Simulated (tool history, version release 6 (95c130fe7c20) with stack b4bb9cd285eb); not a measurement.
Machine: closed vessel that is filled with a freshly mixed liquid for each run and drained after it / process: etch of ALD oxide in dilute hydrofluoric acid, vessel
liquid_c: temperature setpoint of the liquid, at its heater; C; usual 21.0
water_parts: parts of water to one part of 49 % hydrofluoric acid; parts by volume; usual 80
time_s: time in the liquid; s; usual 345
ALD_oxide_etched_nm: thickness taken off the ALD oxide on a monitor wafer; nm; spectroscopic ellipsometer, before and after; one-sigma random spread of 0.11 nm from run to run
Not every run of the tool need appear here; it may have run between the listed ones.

run	day	liquid_c	water_parts	time_s	wafers since the last listed run	hours since the thermometer was replaced	hours since the hydrofluoric acid flow meter was replaced	hours since the gauge calibration	read-back film thickness of the ALD oxide reference wafer, read on the same gauge (nm)	ALD_oxide_etched_nm
1	0.000	23.5	80	345	0	2126.5	602.5	239.0	40.02	42.64
# day 0.738: gauge calibrated
2	1.262	23.5	80	345	1561	2156.8	632.8	12.6	40.04	42.73
3	2.700	23.5	80	345	1778	2191.3	667.3	47.1	40.00	42.69
4	4.300	21.0	80	345	1979	2229.7	705.7	85.5	40.01	38.67
5	4.833	21.0	80	345	659	2242.5	718.5	98.3	40.01	38.90
6	6.129	21.0	80	345	1603	2273.6	749.6	129.4	40.00	38.77
# day 6.696: hydrofluoric acid flow meter replaced
7	6.954	21.0	80	345	969	2293.4	6.2	149.2	40.01	36.01
8	8.092	21.0	80	345	1407	2320.7	33.5	176.5	39.95	36.10
9	8.704	21.0	80	345	757	2335.4	48.2	191.2	39.99	36.10
# day 9.354: thermometer replaced
10	9.758	19.0	100	345	1252	9.7	73.5	216.5	40.06	29.21
11	10.388	21.0	70	145	778	24.8	88.6	231.6	39.99	19.61
# day 11.258: gauge calibrated
12	11.858	21.0	80	490	1819	60.1	123.9	14.4	39.98	57.83
13	13.346	17.0	115	145	1840	95.8	159.6	50.1	40.00	9.70
14	13.979	21.0	80	345	783	111.0	174.8	65.3	39.95	40.59
15	14.688	19.5	80	345	876	128.0	191.8	82.3	40.00	38.48
16	15.725	18.0	80	410	1283	152.9	216.7	107.2	39.97	42.69

Forecast each of these 4 alternatives for the next run:
A	15.754	21.0	80	345	36	153.6	217.4	107.9	?	?
B	15.754	17.0	60	510	36	153.6	217.4	107.9	?	?
C	15.754	21.0	80	225	36	153.6	217.4	107.9	?	?
D	15.754	21.0	65	345	36	153.6	217.4	107.9	?	?

run	read-back film thickness of the ALD oxide reference wafer, read on the same gauge (nm)	ALD_oxide_etched_nm
A	40.00	40.67
B	40.00	69.19
C	40.00	26.52
D	40.00	50.94
With the hidden condition removed and each run's random variation left untouched, the same runs would have given:
run	ALD_oxide_etched_nm
A	40.10
B	68.29
C	26.15
D	50.24
